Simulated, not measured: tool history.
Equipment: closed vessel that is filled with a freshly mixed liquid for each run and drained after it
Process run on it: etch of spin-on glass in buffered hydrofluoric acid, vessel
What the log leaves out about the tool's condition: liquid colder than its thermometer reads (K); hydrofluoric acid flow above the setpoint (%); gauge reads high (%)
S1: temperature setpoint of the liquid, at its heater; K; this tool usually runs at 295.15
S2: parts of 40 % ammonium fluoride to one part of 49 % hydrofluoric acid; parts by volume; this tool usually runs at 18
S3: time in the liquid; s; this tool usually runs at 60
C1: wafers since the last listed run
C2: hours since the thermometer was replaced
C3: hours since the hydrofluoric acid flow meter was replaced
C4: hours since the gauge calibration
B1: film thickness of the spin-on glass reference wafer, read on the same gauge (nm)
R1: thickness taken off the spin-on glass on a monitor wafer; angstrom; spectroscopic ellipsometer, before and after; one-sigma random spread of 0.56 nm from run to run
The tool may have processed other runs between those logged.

run,day,S1,S2,S3,C1,C2,C3,C4,B1,R1
1,0,295.15,18,60,0,1571.4,552.4,246.3,89.98,567
# day 0.396: hydrofluoric acid flow meter replaced
2,2.042,295.15,18,60,3293,1620.4,39.5,295.3,89.98,551.6
3,3.958,292.15,18,60,3156,1666.4,85.5,341.3,90.01,466.2
4,6.317,292.15,18,60,3884,1723,142.1,397.9,89.99,462.9
5,7.842,292.15,18,60,2511,1759.6,178.7,434.5,90.01,470.2
6,9.083,295.15,13,75,2044,1789.4,208.5,464.3,89.99,949.6
# day 11.271: gauge calibrated
7,11.612,295.15,13,75,4165,1850.1,269.2,8.2,90.02,945.1
8,13.533,295.15,13,75,3163,1896.2,315.3,54.3,90,937.9
9,14.738,295.15,20.5,60,1983,1925.1,344.2,83.2,89.98,477.6
10,15.896,299.15,24,80,1907,1952.9,372,111,90.02,716.6
11,18.225,295.15,18,50,3836,2008.8,427.9,166.9,89.99,453.2
12,20.65,295.15,18,60,3993,2067,486.1,225.1,89.98,534.7
# day 21.133: thermometer replaced
13,21.917,292.15,18,60,2017,18.8,516.5,255.5,89.99,558.9
14,22.996,300.15,14,70,1777,44.7,542.4,281.4,89.99,1284.5
# day 24.471: hydrofluoric acid flow meter replaced
15,25.758,299.15,23,40,4481,111,30.9,347.7,89.99,442.6
16,27.512,293.15,13,60,2889,153.1,73,389.8,90,780.7
17,29.375,295.15,24,60,3067,197.8,117.7,434.5,89.98,508.8
18,31.475,298.65,23.5,30,3458,248.2,168.1,484.9,90,316.9

Forecast each of these 4 alternatives for the next run:
A,31.504,295.15,18,60,48,248.9,168.8,485.6,?,?
B,31.504,295.15,21,35,48,248.9,168.8,485.6,?,?
C,31.504,293.15,21,60,48,248.9,168.8,485.6,?,?
D,31.504,295.15,11.5,60,48,248.9,168.8,485.6,?,?

run,B1,R1
A,90.01,642.4
B,90.01,326.5
C,90.01,500.5
D,90.01,997.4
Stripped of hidden state, with their random variation kept, the same runs would have yielded:
run,R1
A,657.2
B,334.1
C,512.2
D,1020.3
